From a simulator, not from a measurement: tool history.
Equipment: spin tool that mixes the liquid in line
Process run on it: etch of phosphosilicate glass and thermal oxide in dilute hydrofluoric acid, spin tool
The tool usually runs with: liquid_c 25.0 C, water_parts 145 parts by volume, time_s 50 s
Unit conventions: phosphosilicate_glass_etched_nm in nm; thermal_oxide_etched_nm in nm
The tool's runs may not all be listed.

run	hour	liquid_c	water_parts	time_s	read-back film thickness of the phosphosilicate glass reference wafer, read on the same gauge (nm)	read-back film thickness of the thermal oxide reference wafer, read on the same gauge (nm)	phosphosilicate_glass_etched_nm	thermal_oxide_etched_nm
1	0.0	25.0	145	50	114.91	114.905	49.64	1.608
2	53.5	23.5	145	50	115.03	114.991	46.45	1.481
3	128.9	23.5	145	50	115.18	115.177	46.35	1.493
4	233.8	25.0	145	50	115.38	115.436	49.96	1.598
5	276.3	25.0	145	50	115.43	115.415	49.49	1.534
6	344.9	25.0	190	50	115.54	115.537	35.46	1.146
7	396.0	25.0	190	50	115.58	115.607	36.16	1.159
8	436.3	25.0	145	50	115.65	115.666	49.75	1.594
9	512.9	25.0	115	50	115.69	115.679	64.75	2.093
10	551.0	22.5	205	40	115.72	115.679	24.01	0.759
# hour 584.9: gauge calibrated
11	627.6	26.5	185	75	111.31	111.291	56.03	1.857
12	683.6	21.0	145	35	111.88	111.878	28.75	0.926
# hour 691.9: hydrofluoric acid flow meter replaced
# hour 744.8: thermometer replaced
13	761.9	23.5	145	50	112.58	112.562	44.87	1.476
14	815.8	22.5	120	70	112.99	112.957	75.89	2.390
15	897.1	20.5	165	30	113.52	113.489	21.04	0.688
16	935.4	25.0	145	50	113.74	113.729	48.94	1.612
17	1007.7	27.5	175	50	114.13	114.070	42.44	1.311
18	1082.5	22.5	145	75	114.45	114.404	66.73	2.144
19	1151.0	25.0	205	40	114.69	114.706	26.03	0.857

Measured result minus the same run's result without the hidden state. Both carry the same run-to-run variation, though not necessarily the same gauge scatter:
The hidden state here: liquid hotter than its thermometer reads (K); hydrofluoric acid flow below the setpoint (%); gauge reads high (%).
run	phosphosilicate_glass_etched_nm	thermal_oxide_etched_nm
1	+2.12	+0.068
2	+2.03	+0.065
3	+2.09	+0.067
4	+2.33	+0.075
5	+2.33	+0.072
6	+1.70	+0.055
7	+1.75	+0.056
8	+2.42	+0.077
9	+3.19	+0.103
10	+1.19	+0.037
11	+0.66	+0.022
12	+0.48	+0.015
13	+1.03	+0.034
14	+2.00	+0.064
15	+0.66	+0.021
16	+1.61	+0.053
17	+1.53	+0.047
18	+2.58	+0.083
19	+1.06	+0.035
